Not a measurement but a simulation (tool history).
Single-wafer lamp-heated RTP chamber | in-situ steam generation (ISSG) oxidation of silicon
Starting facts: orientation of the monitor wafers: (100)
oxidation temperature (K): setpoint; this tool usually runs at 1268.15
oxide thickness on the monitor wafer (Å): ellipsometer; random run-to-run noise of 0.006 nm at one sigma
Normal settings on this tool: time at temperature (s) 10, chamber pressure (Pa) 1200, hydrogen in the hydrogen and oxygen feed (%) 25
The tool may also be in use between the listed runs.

| run | hour | oxidation temperature (K) | time at temperature (s) | chamber pressure (Pa) | hydrogen in the hydrogen and oxygen feed (%) | wafers since the last listed run | wafers since the last pyrometer calibration | hours since the pressure gauge was zeroed | hours since the hydrogen flow controller was replaced | hours since the gauge calibration | read-back reference wafer on the same gauge, thickness | oxide thickness on the monitor wafer (Å) |
|---|---|---|---|---|---|---|---|---|---|---|---|---|
| 1 | 0 | 1268.15 | 10 | 1147 | 25 | 0 | 2585 | 633.2 | 3936.6 | 896.8 | 3.661 | 40.27 |
| 2 | 80.6 | 1268.15 | 10 | 1147 | 25 | 802 | 3387 | 713.8 | 4017.2 | 977.4 | 3.66 | 40.51 |
|  | 94.5 | pyrometer window cleaned and pyrometer calibrated |
| 3 | 141 | 1268.15 | 10 | 1200 | 25 | 521 | 462 | 774.2 | 4077.6 | 1037.8 | 3.66 | 39.75 |
| 4 | 217.6 | 1268.15 | 10 | 1200 | 25 | 762 | 1225 | 850.8 | 4154.2 | 1114.4 | 3.66 | 39.86 |
| 5 | 265.2 | 1268.15 | 10 | 1200 | 25 | 473 | 1699 | 898.4 | 4201.8 | 1162 | 3.66 | 39.88 |
| 6 | 315.3 | 1268.15 | 10 | 1200 | 25 | 498 | 2198 | 948.5 | 4251.9 | 1212.1 | 3.66 | 39.89 |
|  | 375.4 | pyrometer window cleaned and pyrometer calibrated |
| 7 | 395.7 | 1277.15 | 10 | 1200 | 25 | 720 | 202 | 1028.9 | 4332.3 | 1292.5 | 3.659 | 40.85 |
| 8 | 450.7 | 1277.15 | 10 | 1200 | 25 | 547 | 750 | 1083.9 | 4387.3 | 1347.5 | 3.66 | 40.91 |
| 9 | 556.5 | 1268.15 | 10 | 1200 | 25 | 1053 | 1803 | 1189.7 | 4493.1 | 1453.3 | 3.661 | 39.85 |
|  | 593.9 | gauge calibrated |
| 10 | 630.1 | 1268.15 | 10 | 1200 | 25 | 732 | 2536 | 1263.3 | 4566.7 | 36.2 | 3.66 | 39.94 |
| 11 | 706.2 | 1268.15 | 10 | 1200 | 25 | 757 | 3294 | 1339.4 | 4642.8 | 112.3 | 3.66 | 40.12 |
|  | 716.5 | pyrometer window cleaned and pyrometer calibrated |
|  | 735.9 | hydrogen flow controller replaced |
| 12 | 768.2 | 1268.15 | 13 | 1200 | 25 | 458 | 434 | 1401.4 | 32.3 | 174.3 | 3.66 | 44.28 |
| 13 | 827.3 | 1258.15 | 10 | 1093 | 30 | 588 | 1023 | 1460.5 | 91.4 | 233.4 | 3.66 | 40.99 |
| 14 | 907.3 | 1255.15 | 10 | 1107 | 31 | 796 | 1820 | 1540.5 | 171.4 | 313.4 | 3.66 | 41.08 |
| 15 | 966.1 | 1268.15 | 10 | 1200 | 25 | 585 | 2405 | 1599.3 | 230.2 | 372.2 | 3.659 | 39.95 |
|  | 1016.9 | pyrometer window cleaned and pyrometer calibrated |
| 16 | 1061 | 1268.15 | 10 | 1133 | 25 | 865 | 438 | 1694.2 | 325.1 | 467.1 | 3.66 | 39.87 |
|  | 1143 | pressure gauge zeroed |
| 17 | 1163 | 1273.15 | 9 | 1360 | 20 | 935 | 1374 | 20 | 427.1 | 569.1 | 3.659 | 35.75 |
| 18 | 1213.1 | 1279.15 | 13 | 1093 | 20 | 498 | 1873 | 70.1 | 477.2 | 619.2 | 3.66 | 44.04 |
| 19 | 1273.2 | 1268.15 | 10 | 1200 | 25 | 598 | 2472 | 130.2 | 537.3 | 679.3 | 3.66 | 40.01 |
|  | 1338.4 | pyrometer window cleaned and pyrometer calibrated |
| 20 | 1338.9 | 1249.15 | 13 | 1333 | 18 | 574 | 4 | 195.9 | 603 | 745 | 3.66 | 37.85 |
| 21 | 1412.8 | 1288.15 | 7 | 1320 | 32 | 735 | 740 | 269.8 | 676.9 | 818.9 | 3.66 | 38.22 |
| 22 | 1504.6 | 1268.15 | 10 | 1200 | 17 | 914 | 1654 | 361.6 | 768.7 | 910.7 | 3.659 | 36.17 |
| 23 | 1552.8 | 1268.15 | 10 | 1347 | 20 | 479 | 2134 | 409.8 | 816.9 | 958.9 | 3.661 | 36.93 |
| 24 | 1632.9 | 1268.15 | 10 | 1200 | 17 | 797 | 2932 | 489.9 | 897 | 1039 | 3.66 | 36.46 |

Consider 5 possible next runs. They are alternatives, not a sequence: every one starts from the tool as it was left by run 24. What does each give?
| A | 1633.4 | 1268.15 | 10 | 1200 | 25 | 4 | 2937 | 490.4 | 897.5 | 1039.5 | ? | ? |
| B | 1633.4 | 1285.15 | 10 | 1200 | 25 | 4 | 2937 | 490.4 | 897.5 | 1039.5 | ? | ? |
| C | 1633.4 | 1274.15 | 9 | 1133 | 21 | 4 | 2937 | 490.4 | 897.5 | 1039.5 | ? | ? |
| D | 1633.4 | 1287.15 | 12 | 1360 | 18 | 4 | 2937 | 490.4 | 897.5 | 1039.5 | ? | ? |
| E | 1633.4 | 1279.15 | 8 | 1293 | 21 | 4 | 2937 | 490.4 | 897.5 | 1039.5 | ? | ? |

| run | read-back reference wafer on the same gauge, thickness | oxide thickness on the monitor wafer (Å) |
|---|---|---|
| A | 3.66 | 40.11 |
| B | 3.66 | 42.48 |
| C | 3.66 | 37.64 |
| D | 3.66 | 42.01 |
| E | 3.66 | 35.78 |
Stripped of hidden state, with their random variation kept, the same runs would have yielded:
| run | oxide thickness on the monitor wafer (Å) |
|---|---|
| A | 39.74 |
| B | 42.03 |
| C | 37.28 |
| D | 41.53 |
| E | 35.44 |

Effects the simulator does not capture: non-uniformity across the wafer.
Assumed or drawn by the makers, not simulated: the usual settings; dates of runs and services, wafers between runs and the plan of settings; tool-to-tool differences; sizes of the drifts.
